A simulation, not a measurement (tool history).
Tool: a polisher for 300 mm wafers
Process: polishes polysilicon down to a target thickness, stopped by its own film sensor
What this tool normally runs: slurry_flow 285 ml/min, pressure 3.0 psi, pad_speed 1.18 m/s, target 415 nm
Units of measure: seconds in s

run   hour  slurry_flow  pressure  pad_speed  target  incoming thickness of the incoming film, nm  seconds
  1    0.0          285       3.0       1.18     415                                       1013.4     56.7
  2   13.2          285       3.0       1.42     415                                        996.0     45.8
  3   31.9          285       3.0       1.42     415                                        996.5     46.2
  4   62.6          285       3.0       1.42     415                                       1017.0     48.3
  5   99.3          285       3.0       1.18     415                                       1011.2     52.3
  6  113.7          285       3.0       1.18     415                                       1013.4     53.4
  7  126.7          285       3.0       1.18     415                                       1007.0     52.5
  8  151.7          235       3.0       1.18     278                                        999.7     68.8
  9  175.4          285       3.0       1.18     415                                       1022.9     57.5
 10  198.6          285       2.3       1.18     415                                        998.4     72.5
 11  225.7          285       2.3       1.18     415                                       1029.4     75.4
 12  240.9          285       2.3       1.18     415                                       1020.2     77.8
 13  260.6          285       3.0       1.18     415                                       1009.6     56.6
 14  293.6          285       3.0       1.18     415                                       1010.2     53.9
 15  325.8          285       3.0       1.18     415                                       1024.1     57.5
 16  338.7          285       3.5       1.18     415                                        995.3     49.6
 17  372.7          285       3.5       1.18     415                                       1018.6     52.0
 18  387.1          285       3.5       1.18     415                                       1022.8     52.7
 19  418.1          255       2.4       1.58     334                                       1011.5     61.6
 20  435.4          250       2.3       1.42     616                                       1021.4     41.5
 21  466.7          285       2.4       1.44     415                                        990.9     52.7
 22  536.0          285       3.5       1.18     292                                       1000.8     61.8
 23  571.7          285       3.0       1.18     415                                       1017.9     58.6
 24  590.9          285       3.3       1.18     348                                       1012.3     58.6
 25  614.0          335       3.0       1.18     212                                       1024.3     79.0
 26  631.9          285       3.0       1.18     415                                       1014.4     57.6
 27  653.9          210       3.0       1.18     415                                       1010.0     58.3
 28  671.2          285       3.6       1.28     351                                       1014.4     51.4
 29  684.4          285       3.0       1.54     485                                       1013.5     41.8
 30  705.6          285       3.0       1.18     415                                        996.9     54.1
 31  735.1          285       2.7       0.92     415                                       1005.8     70.7
 32  765.8          285       3.0       1.34     415                                        996.8     50.6
 33  781.0          285       3.0       1.18     415                                       1004.2     55.7
 34  812.1          200       3.0       1.30     294                                       1014.5     64.0
 35  846.3          285       3.0       1.18     415                                       1023.7     56.3
 36  871.1          285       3.0       1.00     415                                        996.9     60.9

Not shown here: 8 entries made in the log between runs. Locate each between two listed runs and compare the hidden state at the listed run before it with the hidden state at the listed run after it:
Runs 4 to 5: worn pad replaced by a new one (hour 98.8)
  removal rate lost through wear of the pad, %: 7.61 -> 0.231
  measured value less the no-hidden-state value, seconds: +3.7 -> +0.1 s
Runs 12 to 13: head pressure recalibrated (hour 260.1)
  removal rate lost through wear of the pad, %: 7.1 -> 7.29
  measured value less the no-hidden-state value, seconds: +5.6 -> +4.1 s
Runs 13 to 14: worn pad replaced by a new one, of another model than before (hour 290.1)
  removal rate lost through wear of the pad, %: 7.29 -> 0.859
  measured value less the no-hidden-state value, seconds: +4.1 -> +0.4 s
Runs 14 to 15: slurry nozzle cleaned (hour 296.6)
  removal rate lost through wear of the pad, %: 0.859 -> 3.9
  measured value less the no-hidden-state value, seconds: +0.4 -> +2.2 s
Runs 20 to 21: worn pad replaced by a new one (hour 466.2)
  removal rate lost through wear of the pad, %: 7.39 -> 0.883
  measured value less the no-hidden-state value, seconds: +3.1 -> +0.4 s
Runs 26 to 27: worn pad replaced by a new one (hour 647.2); head pressure recalibrated (hour 648.9)
  removal rate lost through wear of the pad, %: 7.97 -> 1.39
  measured value less the no-hidden-state value, seconds: +4.6 -> +0.8 s
Runs 33 to 34: worn pad replaced by a new one (hour 798.3)
  removal rate lost through wear of the pad, %: 7.4 -> 1.72
  measured value less the no-hidden-state value, seconds: +4.1 -> +1.1 s
